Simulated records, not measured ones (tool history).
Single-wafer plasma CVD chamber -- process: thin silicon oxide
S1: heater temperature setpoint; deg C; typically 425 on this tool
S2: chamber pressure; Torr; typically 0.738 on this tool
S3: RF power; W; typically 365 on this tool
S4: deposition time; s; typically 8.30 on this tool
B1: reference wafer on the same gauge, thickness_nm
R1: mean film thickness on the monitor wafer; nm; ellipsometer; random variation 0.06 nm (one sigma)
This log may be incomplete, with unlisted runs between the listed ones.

run    hour   S1     S2   S3    S4      B1      R1
  1     0.0  425  0.738  335  7.26  15.400  12.221
  2    76.8  425  0.738  335  7.26  15.403  12.265
  3   183.4  425  0.738  335  7.26  15.400  12.221
      266.6  -- thermocouple changed; heater temperature recalibrated
  4   289.7  425  0.738  365  8.30  15.386  14.441
  5   570.9  425  0.738  365  9.40  15.403  16.409
  6   620.6  425  0.738  365  9.40  15.395  16.409
  7   937.6  433  0.738  345  9.19  15.393  15.542
  8  1004.1  425  0.738  365  8.30  15.386  14.488
  9  1083.1  425  0.738  365  6.65  15.411  11.622
 10  1174.9  425  0.738  365  8.30  15.404  14.397
 11  1263.4  425  0.738  365  9.09  15.395  15.846
 12  1477.2  436  0.648  430  6.94  15.412  11.219
 13  1541.4  425  0.738  345  8.30  15.399  14.129
 14  1642.4  439  0.738  365  6.95  15.400  12.030
     1663.5  -- thermocouple changed; heater temperature recalibrated
 15  1710.3  425  0.738  365  8.30  15.411  14.486
 16  1802.9  413  0.626  365  8.30  15.394  12.388
 17  1910.3  425  0.738  365  6.83  15.401  11.945
 18  1977.0  418  0.913  365  9.41  15.398  19.908
 19  2027.7  425  0.738  365  9.44  15.412  16.548
 20  2088.7  431  0.738  410  8.30  15.417  15.136
 21  2174.3  425  0.738  365  8.30  15.402  14.442
     2228.8  -- capacitance manometer re-zeroed and calibrated
 22  2229.3  425  0.611  365  8.30  15.386  11.974
     2249.4  -- RF generator calibrated
 23  2282.8  425  0.738  365  8.30  15.416  14.607
 24  2389.7  425  0.738  365  8.30  15.394  14.357
 25  2495.9  411  0.738  365  9.03  15.411  15.976
 26  2549.3  425  0.685  365  8.30  15.392  13.391
 27  2619.8  425  0.738  365  8.30  15.403  14.541
 28  2697.1  436  0.856  410  8.30  15.398  17.080
 29  2793.2  436  0.738  365  9.44  15.397  16.280

Below are 3 alternative next runs, each starting from the tool's condition after run 29. Predict each:
  A  2793.6  411  0.738  365  8.30   ?   ?
  B  2793.6  425  0.738  395  8.30   ?   ?
  C  2793.6  425  0.892  410  8.30   ?   ?

run      B1      R1
  A  15.395  14.556
  B  15.395  14.861
  C  15.395  17.825
Without the tool's hidden state the same runs would have given:
run      R1
  A  14.556
  B  14.861
  C  17.825
